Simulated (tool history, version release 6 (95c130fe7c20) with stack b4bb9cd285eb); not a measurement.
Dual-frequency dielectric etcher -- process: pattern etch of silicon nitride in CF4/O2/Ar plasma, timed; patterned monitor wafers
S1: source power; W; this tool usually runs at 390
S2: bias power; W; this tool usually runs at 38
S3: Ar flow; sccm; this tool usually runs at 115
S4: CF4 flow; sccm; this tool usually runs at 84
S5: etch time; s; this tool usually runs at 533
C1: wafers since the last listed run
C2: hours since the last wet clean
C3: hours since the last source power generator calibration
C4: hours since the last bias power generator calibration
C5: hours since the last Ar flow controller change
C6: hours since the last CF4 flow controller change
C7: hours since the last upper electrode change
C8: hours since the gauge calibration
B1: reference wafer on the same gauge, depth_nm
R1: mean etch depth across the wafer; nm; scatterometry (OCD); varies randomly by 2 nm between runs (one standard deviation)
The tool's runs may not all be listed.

{"run": 1, "hour": 0.0, "S1": 390, "S2": 38, "S3": 115, "S4": 84, "S5": 533, "C1": 0, "C2": 122.4, "C3": 1369.4, "C4": 3136.4, "C5": 2713.5, "C6": 2711, "C7": 4135.6, "C8": 1798.2, "B1": 736.5, "R1": 798.8}
{"run": 2, "hour": 60.7, "S1": 390, "S2": 38, "S3": 115, "S4": 84, "S5": 533, "C1": 147, "C2": 183.1, "C3": 1430.1, "C4": 3197.1, "C5": 2774.2, "C6": 2771.7, "C7": 4196.3, "C8": 1858.9, "B1": 737.2, "R1": 799.3}
{"hour": 107.1, "done": "upper electrode replaced"}
{"run": 3, "hour": 134.0, "S1": 390, "S2": 38, "S3": 133, "S4": 84, "S5": 533, "C1": 120, "C2": 256.4, "C3": 1503.4, "C4": 3270.4, "C5": 2847.5, "C6": 2845, "C7": 26.9, "C8": 1932.2, "B1": 736.6, "R1": 781.1}
{"run": 4, "hour": 209.4, "S1": 390, "S2": 38, "S3": 115, "S4": 84, "S5": 533, "C1": 183, "C2": 331.8, "C3": 1578.8, "C4": 3345.8, "C5": 2922.9, "C6": 2920.4, "C7": 102.3, "C8": 2007.6, "B1": 737.2, "R1": 794.2}
{"run": 5, "hour": 264.6, "S1": 390, "S2": 38, "S3": 115, "S4": 84, "S5": 533, "C1": 134, "C2": 387, "C3": 1634, "C4": 3401, "C5": 2978.1, "C6": 2975.6, "C7": 157.5, "C8": 2062.8, "B1": 737.7, "R1": 792.6}
{"hour": 323.0, "done": "source power generator calibrated"}
{"run": 6, "hour": 355.8, "S1": 390, "S2": 38, "S3": 142, "S4": 66, "S5": 533, "C1": 212, "C2": 478.2, "C3": 32.8, "C4": 3492.2, "C5": 3069.3, "C6": 3066.8, "C7": 248.7, "C8": 2154, "B1": 737, "R1": 742}
{"hour": 415.7, "done": "wet clean of the chamber"}
{"run": 7, "hour": 464.1, "S1": 420, "S2": 46, "S3": 126, "S4": 84, "S5": 609, "C1": 205, "C2": 48.4, "C3": 141.1, "C4": 3600.5, "C5": 3177.6, "C6": 3175.1, "C7": 357, "C8": 2262.3, "B1": 737.3, "R1": 1021}
{"run": 8, "hour": 561.1, "S1": 390, "S2": 43, "S3": 143, "S4": 84, "S5": 430.5, "C1": 236, "C2": 145.4, "C3": 238.1, "C4": 3697.5, "C5": 3274.6, "C6": 3272.1, "C7": 454, "C8": 2359.3, "B1": 737.1, "R1": 645.6}
{"hour": 643.5, "done": "Ar flow controller replaced"}
{"run": 9, "hour": 653.6, "S1": 390, "S2": 38, "S3": 115, "S4": 84, "S5": 533, "C1": 210, "C2": 237.9, "C3": 330.6, "C4": 3790, "C5": 10.1, "C6": 3364.6, "C7": 546.5, "C8": 2451.8, "B1": 736.5, "R1": 792.1}
{"run": 10, "hour": 746.4, "S1": 420, "S2": 46, "S3": 126, "S4": 84, "S5": 609, "C1": 226, "C2": 330.7, "C3": 423.4, "C4": 3882.8, "C5": 102.9, "C6": 3457.4, "C7": 639.3, "C8": 2544.6, "B1": 736.7, "R1": 1010.6}
{"run": 11, "hour": 835.5, "S1": 360, "S2": 38, "S3": 89, "S4": 73, "S5": 533, "C1": 217, "C2": 419.8, "C3": 512.5, "C4": 3971.9, "C5": 192, "C6": 3546.5, "C7": 728.4, "C8": 2633.7, "B1": 736.7, "R1": 731}
{"hour": 856.7, "done": "bias power generator calibrated"}
{"hour": 915.5, "done": "gauge calibrated"}
{"hour": 924.0, "done": "wet clean of the chamber"}
{"run": 12, "hour": 935.7, "S1": 390, "S2": 38, "S3": 115, "S4": 84, "S5": 600.5, "C1": 175, "C2": 11.7, "C3": 612.7, "C4": 79, "C5": 292.2, "C6": 3646.7, "C7": 828.6, "C8": 20.2, "B1": 736.8, "R1": 902.8}
{"run": 13, "hour": 982.8, "S1": 390, "S2": 46, "S3": 138, "S4": 84, "S5": 533, "C1": 114, "C2": 58.8, "C3": 659.8, "C4": 126.1, "C5": 339.3, "C6": 3693.8, "C7": 875.7, "C8": 67.3, "B1": 737.5, "R1": 816.1}
{"hour": 999.1, "done": "CF4 flow controller replaced"}
{"run": 14, "hour": 1076.3, "S1": 480, "S2": 38, "S3": 124, "S4": 84, "S5": 533, "C1": 213, "C2": 152.3, "C3": 753.3, "C4": 219.6, "C5": 432.8, "C6": 77.2, "C7": 969.2, "C8": 160.8, "B1": 737, "R1": 977.3}
{"run": 15, "hour": 1367.4, "S1": 390, "S2": 38, "S3": 115, "S4": 75, "S5": 686, "C1": 709, "C2": 443.4, "C3": 1044.4, "C4": 510.7, "C5": 723.9, "C6": 368.3, "C7": 1260.3, "C8": 451.9, "B1": 736.7, "R1": 1001.6}
{"run": 16, "hour": 1421.2, "S1": 390, "S2": 41, "S3": 115, "S4": 102, "S5": 677.5, "C1": 131, "C2": 497.2, "C3": 1098.2, "C4": 564.5, "C5": 777.7, "C6": 422.1, "C7": 1314.1, "C8": 505.7, "B1": 737.3, "R1": 1045.2}
{"hour": 1447.5, "done": "wet clean of the chamber"}
{"run": 17, "hour": 1486.1, "S1": 390, "S2": 38, "S3": 115, "S4": 84, "S5": 412, "C1": 99, "C2": 38.6, "C3": 1163.1, "C4": 629.4, "C5": 842.6, "C6": 487, "C7": 1379, "C8": 570.6, "B1": 737.3, "R1": 620.7}
{"run": 18, "hour": 1585.0, "S1": 390, "S2": 38, "S3": 115, "S4": 84, "S5": 533, "C1": 240, "C2": 137.5, "C3": 1262, "C4": 728.3, "C5": 941.5, "C6": 585.9, "C7": 1477.9, "C8": 669.5, "B1": 736.5, "R1": 799.8}
{"run": 19, "hour": 1659.4, "S1": 300, "S2": 41, "S3": 115, "S4": 84, "S5": 533, "C1": 181, "C2": 211.9, "C3": 1336.4, "C4": 802.7, "C5": 1015.9, "C6": 660.3, "C7": 1552.3, "C8": 743.9, "B1": 737, "R1": 607.3}
{"run": 20, "hour": 1761.1, "S1": 290, "S2": 38, "S3": 115, "S4": 84, "S5": 533, "C1": 247, "C2": 313.6, "C3": 1438.1, "C4": 904.4, "C5": 1117.6, "C6": 762, "C7": 1654, "C8": 845.6, "B1": 737.3, "R1": 575.6}
{"hour": 1825.5, "done": "source power generator calibrated"}
{"run": 21, "hour": 1845.9, "S1": 390, "S2": 38, "S3": 115, "S4": 84, "S5": 533, "C1": 196, "C2": 398.4, "C3": 20.4, "C4": 989.2, "C5": 1202.4, "C6": 846.8, "C7": 1738.8, "C8": 930.4, "B1": 736.8, "R1": 792.6}

Describe how what the log doesn't record of the tool's condition differs between the last listed run preceding each entry between runs and the first listed run following it.
Logged between run 2 and run 3: upper electrode replaced (hour 107.1)
  etch rate over this chamber's usual, %: -0.381 -> -0.58
  measured value less the no-hidden-state value, R1: -3 -> -4.6 nm
Logged between run 5 and run 6: source power generator calibrated (hour 323)
  etch rate over this chamber's usual, %: -0.934 -> -1.18
  measured value less the no-hidden-state value, R1: -7.4 -> -8.9 nm
Logged between run 6 and run 7: wet clean of the chamber (hour 415.7)
  etch rate over this chamber's usual, %: -1.18 -> -0.16
  measured value less the no-hidden-state value, R1: -8.9 -> -1.6 nm
Logged between run 8 and run 9: Ar flow controller replaced (hour 643.5)
  etch rate over this chamber's usual, %: -0.423 -> -0.673
  measured value less the no-hidden-state value, R1: -2.8 -> -5.3 nm
Logged between run 11 and run 12: bias power generator calibrated (hour 856.7); gauge calibrated (hour 915.5); wet clean of the chamber (hour 924)
  etch rate over this chamber's usual, %: -1.17 -> -0.0512
  measured value less the no-hidden-state value, R1: -8.6 -> -0.5 nm
Logged between run 13 and run 14: CF4 flow controller replaced (hour 999.1)
  etch rate over this chamber's usual, %: -0.179 -> -0.432
  measured value less the no-hidden-state value, R1: -1.4 -> -4.3 nm
Logged between run 16 and run 17: wet clean of the chamber (hour 1447.5)
  etch rate over this chamber's usual, %: -1.37 -> 0.105
  measured value less the no-hidden-state value, R1: -14.5 -> +0.6 nm
Logged between run 20 and run 21: source power generator calibrated (hour 1825.5)
  etch rate over this chamber's usual, %: -0.64 -> -0.869
  measured value less the no-hidden-state value, R1: -3.7 -> -7 nm
